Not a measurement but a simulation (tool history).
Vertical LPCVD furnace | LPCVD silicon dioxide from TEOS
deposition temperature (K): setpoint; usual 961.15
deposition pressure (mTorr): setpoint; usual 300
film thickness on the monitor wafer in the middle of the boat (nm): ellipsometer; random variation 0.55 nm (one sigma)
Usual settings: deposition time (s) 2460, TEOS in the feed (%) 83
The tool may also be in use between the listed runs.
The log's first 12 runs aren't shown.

run	day	deposition temperature (K)	deposition pressure (mTorr)	deposition time (s)	TEOS in the feed (%)	read-back reference wafer on the same gauge, thickness	film thickness on the monitor wafer in the middle of the boat (nm)
13	15.017	961.15	300	2460	83	213.81	240.62
14	16.496	961.15	255	2460	77	214.05	213.63
# day 17.512: pressure gauge zeroed
15	17.833	953.15	300	2460	83	213.87	199.90
16	18.508	961.15	300	2460	83	214.02	241.16
17	19.796	961.15	300	2460	83	214.05	240.97
18	20.671	965.15	240	1590	87	214.02	156.64
19	21.571	953.15	355	3090	73	213.88	256.12
20	22.608	961.15	245	2790	78	214.01	239.50
21	23.604	954.15	365	2460	83	213.93	225.17
22	24.812	961.15	250	2460	83	214.05	219.52
# day 25.358: gauge calibrated
23	25.762	961.15	270	2970	79	214.06	269.63
# day 27.717: TEOS flow controller replaced
24	30.192	956.15	300	2190	71	214.11	175.93
25	31.017	954.15	300	2460	97	214.02	220.25
26	31.600	961.15	300	2460	78	214.12	234.47
27	32.862	961.15	300	2460	83	213.94	241.65
28	33.892	957.15	335	3210	69	214.09	275.11
29	35.183	961.15	300	2460	83	213.94	241.92
30	35.708	972.15	370	2910	83	213.88	410.87

Forecast each of these 5 alternatives for the next run:
A	35.929	961.15	300	2460	83	?	?
B	35.929	961.15	300	2460	70	?	?
C	35.929	961.15	300	2460	69	?	?
D	35.929	973.15	300	2460	96	?	?
E	35.929	953.15	320	2460	83	?	?

run	read-back reference wafer on the same gauge, thickness	film thickness on the monitor wafer in the middle of the boat (nm)
A	214.15	241.40
B	214.15	221.69
C	214.15	220.10
D	214.15	344.42
E	214.15	205.68
Without the tool's hidden state the same runs would have given:
run	film thickness on the monitor wafer in the middle of the boat (nm)
A	241.40
B	221.69
C	220.10
D	344.42
E	205.68

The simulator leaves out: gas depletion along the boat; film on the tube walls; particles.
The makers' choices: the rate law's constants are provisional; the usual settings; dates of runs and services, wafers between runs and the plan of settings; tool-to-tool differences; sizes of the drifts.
